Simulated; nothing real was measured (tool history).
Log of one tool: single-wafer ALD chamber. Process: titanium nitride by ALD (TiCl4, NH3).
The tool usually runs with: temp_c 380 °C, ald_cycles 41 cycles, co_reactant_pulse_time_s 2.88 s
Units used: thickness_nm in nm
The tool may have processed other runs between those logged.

| run | hour | temp_c | ald_cycles | co_reactant_pulse_time_s | read-back reference wafer on the same gauge, thickness_nm | thickness_nm |
|---|---|---|---|---|---|---|
| 1 | 0 | 380 | 41 | 2.88 | 1.001 | 0.88 |
| 2 | 12.1 | 389 | 35 | 2.88 | 1 | 0.758 |
| 3 | 22.7 | 389 | 35 | 2.88 | 1.001 | 0.76 |
| 4 | 33 | 380 | 39 | 3.42 | 1.001 | 0.843 |
| 5 | 48.1 | 380 | 39 | 3.42 | 1.002 | 0.843 |
| 6 | 59.6 | 380 | 39 | 3.42 | 1.003 | 0.848 |
| 7 | 76.6 | 380 | 41 | 2.88 | 1.003 | 0.878 |
| 8 | 92.8 | 380 | 41 | 2.88 | 1.003 | 0.881 |
| 9 | 101.9 | 380 | 41 | 2.88 | 1.003 | 0.884 |
| 10 | 113.3 | 380 | 41 | 2.88 | 1.003 | 0.885 |
| 11 | 130.5 | 380 | 37 | 2.88 | 1.005 | 0.796 |
| 12 | 131.9 | 380 | 37 | 2.88 | 1.003 | 0.798 |
| 13 | 140.9 | 380 | 41 | 2.88 | 1.006 | 0.881 |
| 14 | 154 | 380 | 41 | 2.88 | 1.004 | 0.881 |
| 15 | 162.9 | 380 | 41 | 2.88 | 1.005 | 0.885 |
| 16 | 192 | 380 | 41 | 2.88 | 1.006 | 0.883 |
| 17 | 192.4 | 392 | 36 | 2.88 | 1.007 | 0.781 |
| 18 | 207.4 | 390 | 34 | 3.86 | 1.007 | 0.751 |
| 19 | 218.3 | 380 | 41 | 2.88 | 1.007 | 0.886 |
| 20 | 231.4 | 367 | 38 | 3.46 | 1.009 | 0.817 |
| 21 | 245.9 | 380 | 41 | 2.88 | 1.008 | 0.886 |
| 22 | 256.6 | 393 | 47 | 2.88 | 1.009 | 1.026 |
| 23 | 265.9 | 366 | 38 | 3.19 | 1.008 | 0.813 |
| 24 | 278.7 | 380 | 48 | 2.88 | 1.009 | 1.038 |
| 25 | 290.5 | 389 | 36 | 3.59 | 1.011 | 0.793 |
| 26 | 303.5 | 380 | 41 | 3.86 | 1.011 | 0.898 |
| 27 | 319.1 | 380 | 37 | 2.88 | 1.009 | 0.801 |
| 28 | 333.5 | 393 | 38 | 2.34 | 1.01 | 0.822 |
| 29 | 372.9 | 380 | 41 | 2.88 | 0.999 | 0.879 |
| 30 | 380.4 | 380 | 41 | 2.88 | 1 | 0.878 |
| 31 | 390.3 | 390 | 41 | 2.58 | 1.001 | 0.879 |
| 32 | 401.6 | 385 | 47 | 2.1 | 1.001 | 0.989 |
| 33 | 411 | 373 | 37 | 3.22 | 1 | 0.791 |
| 34 | 428.3 | 380 | 41 | 2.11 | 1.002 | 0.86 |
| 35 | 437.9 | 366 | 41 | 2.88 | 1.003 | 0.863 |
| 36 | 451.2 | 371 | 34 | 2.03 | 1.002 | 0.696 |
| 37 | 458.6 | 380 | 47 | 2.88 | 1.003 | 1.01 |
| 38 | 472.4 | 380 | 41 | 1.92 | 1.003 | 0.855 |
| 39 | 489.5 | 367 | 41 | 2.88 | 1.003 | 0.866 |
| 40 | 511.8 | 380 | 33 | 3.75 | 1.005 | 0.72 |

Put back what was entered between runs (3 entries, withheld): which listed runs does each sit between, and how does the hidden state differ from the listed run before to the listed run after?
Logged between run 10 and run 11: thermocouple changed; heater temperature recalibrated (hour 130)
  gauge reads high (%): 0.593 -> 0.65
  what was measured, less what the result would be without the hidden state, thickness_nm: +0.006 -> +0.005 nm
Logged between run 15 and run 16: showerhead replaced (hour 191.5)
  gauge reads high (%): 0.758 -> 0.855
  what was measured, less what the result would be without the hidden state, thickness_nm: +0.007 -> +0.008 nm
Logged between run 28 and run 29: gauge calibrated (hour 336.8)
  gauge reads high (%): 1.33 -> 0.173
  what was measured, less what the result would be without the hidden state, thickness_nm: +0.011 -> +0.002 nm
